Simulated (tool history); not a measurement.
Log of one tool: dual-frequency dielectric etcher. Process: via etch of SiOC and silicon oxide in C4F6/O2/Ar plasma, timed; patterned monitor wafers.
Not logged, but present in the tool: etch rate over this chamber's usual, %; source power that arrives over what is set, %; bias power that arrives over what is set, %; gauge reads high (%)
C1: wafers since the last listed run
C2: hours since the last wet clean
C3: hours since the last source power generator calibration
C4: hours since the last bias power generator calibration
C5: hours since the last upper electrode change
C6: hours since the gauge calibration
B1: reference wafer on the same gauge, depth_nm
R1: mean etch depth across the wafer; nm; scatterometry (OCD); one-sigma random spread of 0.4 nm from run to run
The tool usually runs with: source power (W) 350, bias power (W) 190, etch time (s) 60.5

run 1 day=0 | source_power_(W)=350 bias_power_(W)=190 etch_time_(s)=74.5 | C1=0 C2=568.4 C3=3877 C4=1957.4 C5=4696.1 C6=1291.7 | B1=60.9 | R1=71.1
-- day=1.404 wet clean of the chamber
run 2 day=1.425 | source_power_(W)=350 bias_power_(W)=214 etch_time_(s)=60.5 | C1=152 C2=0.5 C3=3911.2 C4=1991.6 C5=4730.3 C6=1325.9 | B1=60.8 | R1=64
run 3 day=2.662 | source_power_(W)=350 bias_power_(W)=214 etch_time_(s)=60.5 | C1=443 C2=30.2 C3=3940.9 C4=2021.3 C5=4760 C6=1355.6 | B1=60.8 | R1=63.5
run 4 day=5.358 | source_power_(W)=350 bias_power_(W)=214 etch_time_(s)=60.5 | C1=966 C2=94.9 C3=4005.6 C4=2086 C5=4824.7 C6=1420.3 | B1=60.9 | R1=63.6
run 5 day=9.95 | source_power_(W)=350 bias_power_(W)=190 etch_time_(s)=50 | C1=1646 C2=205.1 C3=4115.8 C4=2196.2 C5=4934.9 C6=1530.5 | B1=60.9 | R1=49.6
run 6 day=11.246 | source_power_(W)=350 bias_power_(W)=190 etch_time_(s)=50 | C1=464 C2=236.2 C3=4146.9 C4=2227.3 C5=4966 C6=1561.6 | B1=60.9 | R1=50.1
run 7 day=13.042 | source_power_(W)=350 bias_power_(W)=190 etch_time_(s)=50 | C1=643 C2=279.3 C3=4190 C4=2270.4 C5=5009.1 C6=1604.7 | B1=60.9 | R1=49.4
run 8 day=14.212 | source_power_(W)=350 bias_power_(W)=190 etch_time_(s)=60.5 | C1=419 C2=307.4 C3=4218.1 C4=2298.5 C5=5037.2 C6=1632.8 | B1=60.9 | R1=58.8
run 9 day=16.133 | source_power_(W)=350 bias_power_(W)=190 etch_time_(s)=46.5 | C1=688 C2=353.5 C3=4264.2 C4=2344.6 C5=5083.3 C6=1678.9 | B1=60.8 | R1=45.1
-- day=17.204 gauge calibrated
run 10 day=18.408 | source_power_(W)=350 bias_power_(W)=190 etch_time_(s)=46.5 | C1=815 C2=408.1 C3=4318.8 C4=2399.2 C5=5137.9 C6=28.9 | B1=61 | R1=44.7
-- day=19.892 upper electrode replaced
run 11 day=19.912 | source_power_(W)=350 bias_power_(W)=190 etch_time_(s)=46.5 | C1=180 C2=444.2 C3=4354.9 C4=2435.3 C5=0.5 C6=65 | B1=60.9 | R1=44.9
run 12 day=22.233 | source_power_(W)=290 bias_power_(W)=190 etch_time_(s)=60.5 | C1=832 C2=499.9 C3=4410.6 C4=2491 C5=56.2 C6=120.7 | B1=60.9 | R1=54.7
run 13 day=23.429 | source_power_(W)=290 bias_power_(W)=190 etch_time_(s)=60.5 | C1=428 C2=528.6 C3=4439.3 C4=2519.7 C5=84.9 C6=149.4 | B1=60.9 | R1=54
-- day=24.608 wet clean of the chamber
run 14 day=26.004 | source_power_(W)=300 bias_power_(W)=209 etch_time_(s)=60.5 | C1=564 C2=33.5 C3=4501.1 C4=2581.5 C5=146.7 C6=211.2 | B1=60.9 | R1=60.5
run 15 day=27.329 | source_power_(W)=350 bias_power_(W)=208 etch_time_(s)=67 | C1=475 C2=65.3 C3=4532.9 C4=2613.3 C5=178.5 C6=243 | B1=60.9 | R1=68.7
-- day=28.871 bias power generator calibrated
run 16 day=28.983 | source_power_(W)=350 bias_power_(W)=190 etch_time_(s)=60.5 | C1=533 C2=105 C3=4572.6 C4=2.7 C5=218.2 C6=282.7 | B1=60.9 | R1=60.7
run 17 day=34.367 | source_power_(W)=350 bias_power_(W)=190 etch_time_(s)=60.5 | C1=1930 C2=234.2 C3=4701.8 C4=131.9 C5=347.4 C6=411.9 | B1=60.9 | R1=59.4
-- day=36.283 source power generator calibrated
run 18 day=36.575 | source_power_(W)=260 bias_power_(W)=229 etch_time_(s)=53 | C1=732 C2=287.2 C3=7 C4=184.9 C5=400.4 C6=464.9 | B1=60.9 | R1=50.6
run 19 day=38.404 | source_power_(W)=390 bias_power_(W)=190 etch_time_(s)=60.5 | C1=655 C2=331.1 C3=50.9 C4=228.8 C5=444.3 C6=508.8 | B1=60.9 | R1=61.6
run 20 day=39.55 | source_power_(W)=350 bias_power_(W)=190 etch_time_(s)=74 | C1=410 C2=358.6 C3=78.4 C4=256.3 C5=471.8 C6=536.3 | B1=60.9 | R1=71.9
run 21 day=42.421 | source_power_(W)=290 bias_power_(W)=190 etch_time_(s)=60.5 | C1=1029 C2=427.5 C3=147.3 C4=325.2 C5=540.7 C6=605.2 | B1=60.9 | R1=54.7
run 22 day=44.321 | source_power_(W)=320 bias_power_(W)=216 etch_time_(s)=70 | C1=681 C2=473.1 C3=192.9 C4=370.8 C5=586.3 C6=650.8 | B1=60.8 | R1=68.4
run 23 day=46.479 | source_power_(W)=380 bias_power_(W)=227 etch_time_(s)=54.5 | C1=773 C2=524.9 C3=244.7 C4=422.6 C5=638.1 C6=702.6 | B1=60.9 | R1=57.8
run 24 day=48.588 | source_power_(W)=320 bias_power_(W)=220 etch_time_(s)=77.5 | C1=756 C2=575.5 C3=295.3 C4=473.2 C5=688.7 C6=753.2 | B1=60.9 | R1=75.8
-- day=49.612 wet clean of the chamber
run 25 day=51.542 | source_power_(W)=280 bias_power_(W)=190 etch_time_(s)=46 | C1=700 C2=46.3 C3=366.2 C4=544.1 C5=759.6 C6=824.1 | B1=60.8 | R1=42.6
run 26 day=53.546 | source_power_(W)=420 bias_power_(W)=164 etch_time_(s)=44.5 | C1=718 C2=94.4 C3=414.3 C4=592.2 C5=807.7 C6=872.2 | B1=60.9 | R1=45.1
run 27 day=56.429 | source_power_(W)=350 bias_power_(W)=222 etch_time_(s)=44 | C1=1033 C2=163.6 C3=483.5 C4=661.4 C5=876.9 C6=941.4 | B1=61 | R1=46.8
run 28 day=58.938 | source_power_(W)=350 bias_power_(W)=234 etch_time_(s)=78 | C1=899 C2=223.8 C3=543.7 C4=721.6 C5=937.1 C6=1001.6 | B1=60.9 | R1=84.2
run 29 day=60.2 | source_power_(W)=320 bias_power_(W)=190 etch_time_(s)=60.5 | C1=452 C2=254.1 C3=574 C4=751.9 C5=967.4 C6=1031.9 | B1=60.9 | R1=58.2
run 30 day=61.362 | source_power_(W)=350 bias_power_(W)=190 etch_time_(s)=60.5 | C1=416 C2=282 C3=601.9 C4=779.8 C5=995.3 C6=1059.8 | B1=60.9 | R1=59.7
run 31 day=63.967 | source_power_(W)=350 bias_power_(W)=190 etch_time_(s)=60.5 | C1=933 C2=344.5 C3=664.4 C4=842.3 C5=1057.8 C6=1122.3 | B1=61 | R1=58.7

Entry by entry between the runs, the difference in hidden state between the last listed run before and the first listed run after:
Runs 1 to 2: wet clean of the chamber (day 1.404)
  etch rate over this chamber's usual, %: -5.59 -> -0.339
  measured minus no-state result, R1: -4.2 -> -0.2 nm
Runs 9 to 10: gauge calibrated (day 17.204)
  etch rate over this chamber's usual, %: -3.86 -> -4.4
  measured minus no-state result, R1: -1.8 -> -2.1 nm
Runs 10 to 11: upper electrode replaced (day 19.892)
  etch rate over this chamber's usual, %: -4.4 -> -4.76
  measured minus no-state result, R1: -2.1 -> -2.3 nm
Runs 13 to 14: wet clean of the chamber (day 24.608)
  etch rate over this chamber's usual, %: -5.6 -> -0.757
  measured minus no-state result, R1: -3.2 -> -0.5 nm
Runs 15 to 16: bias power generator calibrated (day 28.871)
  etch rate over this chamber's usual, %: -1.07 -> -1.47
  measured minus no-state result, R1: -0.7 -> -0.9 nm
Runs 17 to 18: source power generator calibrated (day 36.283)
  etch rate over this chamber's usual, %: -2.76 -> -3.29
  measured minus no-state result, R1: -1.7 -> -1.8 nm
Runs 24 to 25: wet clean of the chamber (day 49.612)
  etch rate over this chamber's usual, %: -6.16 -> -0.488
  measured minus no-state result, R1: -5 -> -0.2 nm
